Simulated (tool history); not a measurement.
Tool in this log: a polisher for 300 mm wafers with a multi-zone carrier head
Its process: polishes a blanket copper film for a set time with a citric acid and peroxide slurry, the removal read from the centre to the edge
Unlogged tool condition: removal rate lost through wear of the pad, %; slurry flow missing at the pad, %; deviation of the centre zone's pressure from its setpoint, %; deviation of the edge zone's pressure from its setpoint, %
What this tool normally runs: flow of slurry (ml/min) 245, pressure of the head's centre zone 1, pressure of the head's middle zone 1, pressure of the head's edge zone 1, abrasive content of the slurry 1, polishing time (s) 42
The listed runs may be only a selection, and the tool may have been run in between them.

run   hour  flow of slurry (ml/min)  pressure of the head's centre zone  pressure of the head's middle zone  pressure of the head's edge zone  abrasive content of the slurry  polishing time (s)  wafers since the last listed run  wafers polished on this pad  hours since the slurry nozzle was cleaned  hours since the centre zone pressure was calibrated  hours since the edge zone pressure was calibrated  hours since the carrier head's membrane was replaced  incoming thickness of the incoming film, nm  film removed at the wafer's centre (nm)  film removed at mid-radius (nm)  film removed at the wafer's edge (nm)
  1      0                      245                                   1                                   1                              1.03                               1                  42                                 0                          119                                      819.2                                                452.6                                                3.7                                                 859.4                                        788.5                                    118.2                            116.9                                  117.2
  2   26.2                      245                                   1                                1.07                                 1                               1                  42                               189                          309                                      845.4                                                478.8                                               29.9                                                 885.6                                        784.5                                    113.3                            122.9                                  113.9
      38.4  -- slurry nozzle cleaned
  3   42.8                      245                                   1                                1.07                                 1                               1                  42                               112                          422                                        4.4                                                495.4                                               46.5                                                 902.2                                        783.4                                    118.5                            126.8                                  117.6
  4   68.8                      245                                   1                                   1                                 1                               1                  42                               188                          610                                       30.4                                                521.4                                               72.5                                                 928.2                                        768.8                                    118.6                              116                                  111.3
  5   90.7                      245                                   1                                   1                                 1                               1                  42                               158                          769                                       52.3                                                543.3                                               94.4                                                 950.1                                        779.7                                    116.3                            115.8                                  110.3
       104  -- worn pad replaced by a new one
  6  113.4                      245                                   1                                   1                              1.05                               1                  42                               135                           68                                         75                                                  566                                              117.1                                                 972.8                                        793.4                                    123.1                            121.9                                  124.1
  7  128.9                      245                                   1                                   1                              1.05                               1                  42                               112                          180                                       90.5                                                581.5                                              132.6                                                 988.3                                          791                                      120                            119.5                                  118.8
  8  162.7                      245                                   1                                   1                                 1                               1                  42                               244                          425                                      124.3                                                615.3                                              166.4                                                1022.1                                        786.3                                    118.2                            116.2                                  116.8
  9  176.3                      245                                0.94                                   1                                 1                             0.8                  42                                98                          523                                      137.9                                                628.9                                                180                                                1035.7                                        771.7                                    108.7                            112.7                                  111.4
 10  198.2                      245                                   1                                   1                                 1                               1                  42                               158                          682                                      159.8                                                650.8                                              201.9                                                1057.6                                        777.4                                    116.1                            116.5                                  110.4
 11  214.2                      210                                   1                                1.09                                 1                             1.2                  54                               115                          798                                      175.8                                                666.8                                              217.9                                                1073.6                                        764.8                                    148.3                            157.6                                  145.5
 12  232.5                      245                                   1                                0.92                              0.89                               1                  42                               132                          930                                      194.1                                                685.1                                              236.2                                                1091.9                                        777.2                                      115                            103.9                                  104.5
     241.1  -- worn pad replaced by a new one
 13  248.9                      190                                0.93                                1.11                                 1                               1                  29                                89                           56                                      210.5                                                701.5                                              252.6                                                1108.3                                        769.7                                     78.1                             88.6                                   81.3
     263.4  -- carrier head's membrane replaced by a new one
     267.8  -- centre zone pressure recalibrated
 14  274.5                      310                                   1                                0.88                                 1                               1                  51                               134                          191                                      236.1                                                  6.7                                              278.2                                                  11.1                                        775.6                                    151.5                            138.4                                  140.3
 15  294.7                      190                                   1                                   1                                 1                               1                  42                               146                          337                                      256.3                                                 26.9                                              298.4                                                  31.3                                        771.5                                      117                            117.3                                  112.4
 16  314.5                      245                                0.94                                   1                                 1                             0.8                  42                               143                          481                                      276.1                                                 46.7                                              318.2                                                  51.1                                        789.8                                    110.9                            113.2                                  111.9
 17  326.9                      300                                 1.1                                   1                               1.1                               1                  37                                89                          570                                      288.5                                                 59.1                                              330.6                                                  63.5                                        785.9                                    115.2                            103.7                                  104.3
 18    348                      270                                1.05                                0.93                              0.94                               1                  42                               152                          723                                      309.6                                                 80.2                                              351.7                                                  84.6                                          770                                    119.2                            110.6                                  106.2
 19  377.9                      245                                0.92                                   1                                 1                               1                  55                               216                          940                                      339.5                                                110.1                                              381.6                                                 114.5                                        773.4                                    140.3                            148.4                                    143
     394.5  -- worn pad replaced by a new one
 20  412.8                      210                                   1                                1.09                                 1                             1.2                  54                               223                          132                                      374.4                                                  145                                              416.5                                                 149.4                                        787.8                                    155.9                              165                                  154.7

Selected run-to-run steps in film removed at the wafer's centre (nm), each split into two signed amounts: the part the tool would show with no hidden state at all (from settings, incoming material and random variation), and the remainder, which goes to the hidden state together with any gauge scatter not common to the measured and the hidden-state-free results:
Run 12 -> 13: flow of slurry (ml/min) 245 -> 190, pressure of the head's centre zone 1 -> 0.93, pressure of the head's middle zone 0.92 -> 1.11, pressure of the head's edge zone 0.89 -> 1, polishing time (s) 42 -> 29, worn pad replaced by a new one. film removed at the wafer's centre (nm) -36.9: hidden state +10.5, all else -47.4.
Run 13 -> 14: flow of slurry (ml/min) 190 -> 310, pressure of the head's centre zone 0.93 -> 1, pressure of the head's middle zone 1.11 -> 0.88, polishing time (s) 29 -> 51, carrier head's membrane replaced by a new one, centre zone pressure recalibrated. film removed at the wafer's centre (nm) +73.4: hidden state -3.2, all else +76.6.
Run 19 -> 20: flow of slurry (ml/min) 245 -> 210, pressure of the head's centre zone 0.92 -> 1, pressure of the head's middle zone 1 -> 1.09, abrasive content of the slurry 1 -> 1.2, polishing time (s) 55 -> 54, worn pad replaced by a new one. film removed at the wafer's centre (nm) +15.6: hidden state +8.3, all else +7.3.
